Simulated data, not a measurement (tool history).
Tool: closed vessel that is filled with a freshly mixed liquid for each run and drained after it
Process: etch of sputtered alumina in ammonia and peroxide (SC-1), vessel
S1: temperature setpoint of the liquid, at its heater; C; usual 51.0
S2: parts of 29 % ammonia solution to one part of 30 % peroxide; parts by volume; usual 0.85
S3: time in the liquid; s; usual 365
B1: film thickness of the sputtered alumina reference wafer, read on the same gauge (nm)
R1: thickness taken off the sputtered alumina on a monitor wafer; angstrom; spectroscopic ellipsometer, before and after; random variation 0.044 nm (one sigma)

run	hour	S1	S2	S3	B1	R1
1	0.0	51.0	0.85	365	30.05	189.6
2	12.5	51.0	0.85	365	30.00	188.5
3	24.3	58.0	0.55	365	30.00	265.1
4	40.6	58.0	0.55	365	30.01	265.0
# hour 67.8: thermometer replaced
5	79.7	58.0	0.55	365	30.03	303.3
# hour 88.4: new drum of ammonia solution connected
6	89.8	51.0	0.85	365	29.94	217.6
# hour 91.8: gauge calibrated
7	97.4	51.0	0.85	365	30.04	216.6
8	113.0	58.0	0.55	365	30.04	301.8
9	123.0	45.0	1.20	365	30.02	160.4
# hour 126.1: ammonia flow meter replaced
10	133.1	55.0	0.85	260	30.00	191.2
11	148.8	54.5	1.10	275	29.98	201.7
12	157.5	51.0	0.85	280	29.98	165.9
13	168.6	55.5	0.85	455	29.98	343.5

Run 14 comes next. What will it give?
14	185.1	47.5	0.85	365	?	?

B1: 30.04
R1: 177.9 angstrom
Without the tool's hidden state the same run would have given R1 181.3 angstrom.

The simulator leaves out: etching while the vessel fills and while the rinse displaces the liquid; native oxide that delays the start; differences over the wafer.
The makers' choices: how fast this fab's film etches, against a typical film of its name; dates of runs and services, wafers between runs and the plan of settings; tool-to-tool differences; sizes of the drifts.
